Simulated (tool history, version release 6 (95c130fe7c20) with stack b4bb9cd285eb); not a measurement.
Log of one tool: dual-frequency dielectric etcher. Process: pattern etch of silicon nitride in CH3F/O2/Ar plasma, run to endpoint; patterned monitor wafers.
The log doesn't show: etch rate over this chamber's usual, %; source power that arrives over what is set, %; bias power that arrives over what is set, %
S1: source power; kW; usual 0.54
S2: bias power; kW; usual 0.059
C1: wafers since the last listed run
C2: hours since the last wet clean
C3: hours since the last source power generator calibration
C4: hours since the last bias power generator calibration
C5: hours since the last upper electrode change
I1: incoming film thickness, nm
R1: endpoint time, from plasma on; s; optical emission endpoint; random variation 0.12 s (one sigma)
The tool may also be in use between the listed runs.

| run | hour | S1 | S2 | C1 | C2 | C3 | C4 | C5 | I1 | R1 |
|---|---|---|---|---|---|---|---|---|---|---|
| 1 | 0 | 0.54 | 0.051 | 0 | 70.6 | 1181.4 | 2341.5 | 3394.9 | 23.41 | 33.9 |
| 2 | 95.6 | 0.48 | 0.059 | 1390 | 166.2 | 1277 | 2437.1 | 3490.5 | 23.5 | 32.7 |
| 3 | 136 | 0.48 | 0.059 | 587 | 206.6 | 1317.4 | 2477.5 | 3530.9 | 23.6 | 32.9 |
| 4 | 207.8 | 0.48 | 0.059 | 1044 | 278.4 | 1389.2 | 2549.3 | 3602.7 | 23.64 | 32.8 |
| 5 | 313 | 0.54 | 0.069 | 1529 | 383.6 | 1494.4 | 2654.5 | 3707.9 | 23.28 | 28.9 |
|  | 523.4 | wet clean of the chamber |
| 6 | 569.3 | 0.54 | 0.052 | 3377 | 45.9 | 1750.7 | 2910.8 | 3964.2 | 23.77 | 34.3 |
| 7 | 662.2 | 0.54 | 0.052 | 1350 | 138.8 | 1843.6 | 3003.7 | 4057.1 | 23.61 | 33.8 |
| 8 | 730.6 | 0.5 | 0.059 | 994 | 207.2 | 1912 | 3072.1 | 4125.5 | 23.71 | 32.5 |
| 9 | 796.4 | 0.5 | 0.059 | 956 | 273 | 1977.8 | 3137.9 | 4191.3 | 23.44 | 32.4 |
| 10 | 902.4 | 0.5 | 0.059 | 1541 | 379 | 2083.8 | 3243.9 | 4297.3 | 23.59 | 32.5 |
|  | 925.2 | bias power generator calibrated |
|  | 958.2 | upper electrode replaced |
| 11 | 958.7 | 0.54 | 0.059 | 411 | 435.3 | 2140.1 | 33.5 | 0.5 | 23.58 | 31.5 |
| 12 | 997 | 0.54 | 0.059 | 556 | 473.6 | 2178.4 | 71.8 | 38.8 | 23.35 | 31.4 |
|  | 1058.9 | wet clean of the chamber |
| 13 | 1095.6 | 0.54 | 0.059 | 1084 | 36.7 | 2277 | 170.4 | 137.4 | 23.59 | 31.4 |
| 14 | 1184.4 | 0.54 | 0.059 | 1291 | 125.5 | 2365.8 | 259.2 | 226.2 | 23.45 | 31.4 |
| 15 | 1252.2 | 0.54 | 0.059 | 985 | 193.3 | 2433.6 | 327 | 294 | 23.77 | 31.8 |
| 16 | 1329 | 0.54 | 0.059 | 1116 | 270.1 | 2510.4 | 403.8 | 370.8 | 23.61 | 31.7 |
| 17 | 1399.2 | 0.65 | 0.059 | 1020 | 340.3 | 2580.6 | 474 | 441 | 23.41 | 29.7 |
|  | 1411.8 | source power generator calibrated |
| 18 | 1498.9 | 0.65 | 0.064 | 1391 | 440 | 87.1 | 573.7 | 540.7 | 23.53 | 28.5 |
| 19 | 1594.5 | 0.54 | 0.059 | 1390 | 535.6 | 182.7 | 669.3 | 636.3 | 23.63 | 31.5 |
|  | 1650.4 | wet clean of the chamber |
| 20 | 1693.8 | 0.64 | 0.054 | 1094 | 43.4 | 282 | 768.6 | 735.6 | 23.69 | 31.5 |
| 21 | 1799.3 | 0.43 | 0.063 | 1534 | 148.9 | 387.5 | 874.1 | 841.1 | 23.73 | 33.4 |
| 22 | 1867.8 | 0.54 | 0.059 | 996 | 217.4 | 456 | 942.6 | 909.6 | 23.44 | 31.4 |
| 23 | 1945.5 | 0.63 | 0.059 | 1129 | 295.1 | 533.7 | 1020.3 | 987.3 | 23.25 | 29.5 |
| 24 | 2038 | 0.54 | 0.046 | 1345 | 387.6 | 626.2 | 1112.8 | 1079.8 | 23.38 | 35.7 |
| 25 | 2105.7 | 0.42 | 0.067 | 984 | 455.3 | 693.9 | 1180.5 | 1147.5 | 23.64 | 32.2 |
| 26 | 2203.5 | 0.61 | 0.059 | 1422 | 553.1 | 791.7 | 1278.3 | 1245.3 | 23.45 | 30.1 |
| 27 | 2262.4 | 0.54 | 0.059 | 856 | 612 | 850.6 | 1337.2 | 1304.2 | 23.65 | 31.5 |
|  | 2292.7 | wet clean of the chamber |
| 28 | 2491.1 | 0.42 | 0.066 | 2976 | 198.4 | 1079.3 | 1565.9 | 1532.9 | 23.62 | 32.4 |
| 29 | 2530.3 | 0.65 | 0.069 | 569 | 237.6 | 1118.5 | 1605.1 | 1572.1 | 23.68 | 27.5 |
| 30 | 2577.5 | 0.45 | 0.059 | 686 | 284.8 | 1165.7 | 1652.3 | 1619.3 | 23.69 | 33.7 |
| 31 | 2647.9 | 0.66 | 0.052 | 1023 | 355.2 | 1236.1 | 1722.7 | 1689.7 | 23.7 | 31.5 |
| 32 | 2711.5 | 0.54 | 0.059 | 924 | 418.8 | 1299.7 | 1786.3 | 1753.3 | 23.34 | 31.4 |
| 33 | 2825.4 | 0.54 | 0.059 | 1656 | 532.7 | 1413.6 | 1900.2 | 1867.2 | 23.37 | 31.4 |
|  | 2853.8 | wet clean of the chamber |
| 34 | 2889.9 | 0.67 | 0.052 | 588 | 36.1 | 1478.1 | 1964.7 | 1931.7 | 23.57 | 31.5 |

Forecast each of these 5 alternatives for the next run:
| A | 2890.3 | 0.62 | 0.059 | 5 | 36.5 | 1478.5 | 1965.1 | 1932.1 | 23.51 | ? |
| B | 2890.3 | 0.67 | 0.049 | 5 | 36.5 | 1478.5 | 1965.1 | 1932.1 | 23.51 | ? |
| C | 2890.3 | 0.58 | 0.051 | 5 | 36.5 | 1478.5 | 1965.1 | 1932.1 | 23.51 | ? |
| D | 2890.3 | 0.61 | 0.051 | 5 | 36.5 | 1478.5 | 1965.1 | 1932.1 | 23.51 | ? |
| E | 2890.3 | 0.61 | 0.055 | 5 | 36.5 | 1478.5 | 1965.1 | 1932.1 | 23.51 | ? |

| run | R1 |
|---|---|
| A | 30.3 |
| B | 32.5 |
| C | 33.4 |
| D | 32.9 |
| E | 31.6 |
Without the tool's hidden state the same runs would have given:
| run | R1 |
|---|---|
| A | 30.3 |
| B | 32.5 |
| C | 33.4 |
| D | 32.9 |
| E | 31.6 |
